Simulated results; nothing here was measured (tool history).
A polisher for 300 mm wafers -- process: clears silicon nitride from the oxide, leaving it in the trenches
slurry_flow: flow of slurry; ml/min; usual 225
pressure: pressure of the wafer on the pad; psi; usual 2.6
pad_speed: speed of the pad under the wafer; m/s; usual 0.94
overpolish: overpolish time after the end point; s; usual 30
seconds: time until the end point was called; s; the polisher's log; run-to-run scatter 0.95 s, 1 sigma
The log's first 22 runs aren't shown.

run	day	slurry_flow	pressure	pad_speed	overpolish	incoming thickness of the incoming film, nm	seconds
23	23.979	225	2.6	0.94	30	89.9	100.3
# day 24.525: worn pad replaced by a new one
24	24.900	225	2.6	0.94	18	90.9	102.6
25	25.758	300	2.6	0.94	13	89.2	97.8
# day 25.896: slurry nozzle cleaned
26	27.167	255	2.6	0.94	30	91.1	97.7
27	28.242	145	2.6	1.24	30	90.4	78.7
28	29.725	225	3.4	0.94	30	90.7	74.8
29	30.533	225	2.6	0.94	30	90.1	96.9
30	31.804	150	1.8	0.70	19	90.2	190.1
31	32.954	170	2.6	1.02	42	89.4	91.8
32	33.771	225	2.6	0.94	30	90.2	97.5
33	34.504	225	2.6	0.94	30	89.2	97.0
# day 34.904: worn pad replaced by a new one
34	35.079	280	2.6	0.64	30	90.5	132.1
35	36.375	225	2.6	0.94	30	90.8	98.5
36	37.738	225	2.6	0.94	30	89.9	98.2

What if the next run were any one of these 5? Each begins from the tool's condition after run 36:
A	37.758	225	2.6	0.94	30	91.2	?
B	37.758	170	3.2	1.14	22	91.2	?
C	37.758	225	2.6	0.68	30	91.2	?
D	37.758	225	2.6	0.70	30	91.2	?
E	37.758	225	2.6	1.08	30	91.2	?

run	seconds
A	100.3
B	70.2
C	132.6
D	129.4
E	88.7
The same runs, with their run-to-run variation unchanged, on a tool lacking any hidden condition would have given:
run	seconds
A	98.8
B	68.9
C	130.5
D	127.4
E	87.3

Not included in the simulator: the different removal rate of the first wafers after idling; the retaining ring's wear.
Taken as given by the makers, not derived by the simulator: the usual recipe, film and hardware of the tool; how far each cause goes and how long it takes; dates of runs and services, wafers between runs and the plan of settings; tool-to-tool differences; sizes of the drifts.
